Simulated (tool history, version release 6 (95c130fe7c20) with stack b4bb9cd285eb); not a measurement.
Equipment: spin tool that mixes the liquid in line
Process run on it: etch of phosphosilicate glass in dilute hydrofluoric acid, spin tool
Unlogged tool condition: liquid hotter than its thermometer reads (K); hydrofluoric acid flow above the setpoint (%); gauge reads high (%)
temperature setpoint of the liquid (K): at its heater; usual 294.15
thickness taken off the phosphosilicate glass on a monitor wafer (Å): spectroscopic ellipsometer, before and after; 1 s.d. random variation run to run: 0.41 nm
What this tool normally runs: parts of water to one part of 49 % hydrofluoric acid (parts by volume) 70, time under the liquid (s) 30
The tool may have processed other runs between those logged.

run     day  temperature setpoint of the liquid (K)  parts of water to one part of 49 % hydrofluoric acid (parts by volume)  time under the liquid (s)  wafers since the last listed run  hours since the thermometer was replaced  hours since the hydrofluoric acid flow meter was replaced  hours since the gauge calibration  read-back film thickness of the phosphosilicate glass reference wafer, read on the same gauge (nm)  thickness taken off the phosphosilicate glass on a monitor wafer (Å)
  1       0                                  294.15                                                                      70                         30                                 0                                     420.5                                                     1056.7                              287.8                                                                                              139.98                                                                 471.4
      1.879  -- thermometer replaced
  2     2.3                                  294.15                                                                      70                         30                               574                                      10.1                                                     1111.9                                343                                                                                              139.98                                                                 453.6
  3   5.067                                  294.15                                                                      70                         30                               703                                      76.5                                                     1178.3                              409.4                                                                                              140.01                                                                 460.8
  4   7.375                                  294.15                                                                      70                         30                               586                                     131.9                                                     1233.7                              464.8                                                                                              139.99                                                                 471.4
  5   8.812                                  294.15                                                                      70                         30                               365                                     166.4                                                     1268.2                              499.3                                                                                              139.99                                                                 472.8
  6  10.471                                  294.15                                                                      70                         30                               421                                     206.2                                                       1308                              539.1                                                                                              139.99                                                                 471.9
  7  11.521                                  294.15                                                                      70                         30                               266                                     231.4                                                     1333.2                              564.3                                                                                              140.01                                                                 463.4
  8  13.867                                  294.15                                                                      70                         30                               596                                     287.7                                                     1389.5                              620.6                                                                                              140.02                                                                 482.7
  9  16.817                                  294.15                                                                      70                         30                               750                                     358.5                                                     1460.3                              691.4                                                                                              140.01                                                                 487.8
 10  22.638                                  294.15                                                                      70                         35                              1479                                     498.2                                                       1600                              831.1                                                                                                 140                                                                 570.7
 11  25.492                                  294.15                                                                      70                         30                               725                                     566.7                                                     1668.5                              899.6                                                                                              139.99                                                                 487.7
     26.717  -- thermometer replaced
 12  28.029                                  294.15                                                                      70                         30                               634                                      31.5                                                     1729.4                              960.5                                                                                              140.02                                                                   464
 13  30.442                                  294.15                                                                      70                         30                               613                                      89.4                                                     1787.3                             1018.4                                                                                              139.99                                                                 468.5
 14  31.754                                  294.15                                                                      70                         15                               333                                     120.9                                                     1818.8                             1049.9                                                                                                 140                                                                 236.1
 15  33.938                                  294.15                                                                      70                         15                               555                                     173.3                                                     1871.2                             1102.3                                                                                              139.98                                                                 236.2
 16  39.938                                  290.65                                                                      60                         50                              1525                                     317.3                                                     2015.2                             1246.3                                                                                                 140                                                                 817.7
 17  41.692                                  296.65                                                                      85                         40                               446                                     359.4                                                     2057.3                             1288.4                                                                                              140.02                                                                 580.4
     41.858  -- hydrofluoric acid flow meter replaced
     43.133  -- gauge calibrated
 18  43.154                                  294.15                                                                     105                         30                               361                                     394.5                                                       31.1                                0.5                                                                                              139.99                                                                 298.3
 19  45.496                                  297.15                                                                      40                         20                               595                                     450.7                                                       87.3                               56.7                                                                                              139.99                                                                 641.8
 20  47.575                                  294.15                                                                      70                         30                               528                                     500.6                                                      137.2                              106.6                                                                                              140.02                                                                 475.2
     48.796  -- thermometer replaced
 21  49.188                                  294.15                                                                      70                         30                               399                                       9.4                                                      175.9                              145.3                                                                                              139.98                                                                 443.1
 22  51.975                                  294.15                                                                      70                         30                               708                                      76.3                                                      242.8                              212.2                                                                                                 140                                                                 456.5
 23  59.621                                  294.15                                                                      70                         30                              1943                                     259.8                                                      426.3                              395.7                                                                                              140.02                                                                 463.7
 24  61.617                                  290.15                                                                      70                         30                               507                                     307.7                                                      474.2                              443.6                                                                                              139.99                                                                 390.6
 25  62.988                                  290.65                                                                      40                         20                               348                                     340.6                                                      507.1                              476.5                                                                                              140.01                                                                 485.2
 26  65.738                                  290.65                                                                      45                         15                               699                                     406.6                                                      573.1                              542.5                                                                                                 140                                                                 323.9
 27  67.579                                  294.15                                                                      70                         30                               468                                     450.8                                                      617.3                              586.7                                                                                                 140                                                                 475.1
 28  69.583                                  290.65                                                                      70                         40                               509                                     498.9                                                      665.4                              634.8                                                                                              140.01                                                                 558.1
 29  70.992                                  294.15                                                                      55                         20                               358                                     532.7                                                      699.2                              668.6                                                                                                 140                                                                 419.5
 30  72.104                                  290.65                                                                      95                         25                               282                                     559.4                                                      725.9                              695.3                                                                                              140.01                                                                 248.8
     74.054  -- thermometer replaced
 31  74.417                                  294.15                                                                      95                         30                               577                                       8.7                                                      781.4                              750.8                                                                                              139.99                                                                 323.6

3 options for the next run, each taken on its own from the tool as it stands now. Forecast them:
  A  74.433                                  294.15                                                                      40                         30                                 4                                       9.1                                                      781.8                              751.2                                                                                                   ?                                                                     ?
  B  74.433                                  294.15                                                                      60                         15                                 4                                       9.1                                                      781.8                              751.2                                                                                                   ?                                                                     ?
  C  74.433                                  294.15                                                                      50                         30                                 4                                       9.1                                                      781.8                              751.2                                                                                                   ?                                                                     ?

run  read-back film thickness of the phosphosilicate glass reference wafer, read on the same gauge (nm)  thickness taken off the phosphosilicate glass on a monitor wafer (Å)
  A                                                                                              140.01                                                                 836.5
  B                                                                                              140.01                                                                 272.1
  C                                                                                              140.01                                                                   661
Take away the tool's hidden state, keep each run's random variation, and the runs would have read:
run  thickness taken off the phosphosilicate glass on a monitor wafer (Å)
  A                                                                 808.7
  B                                                                   263
  C                                                                   639
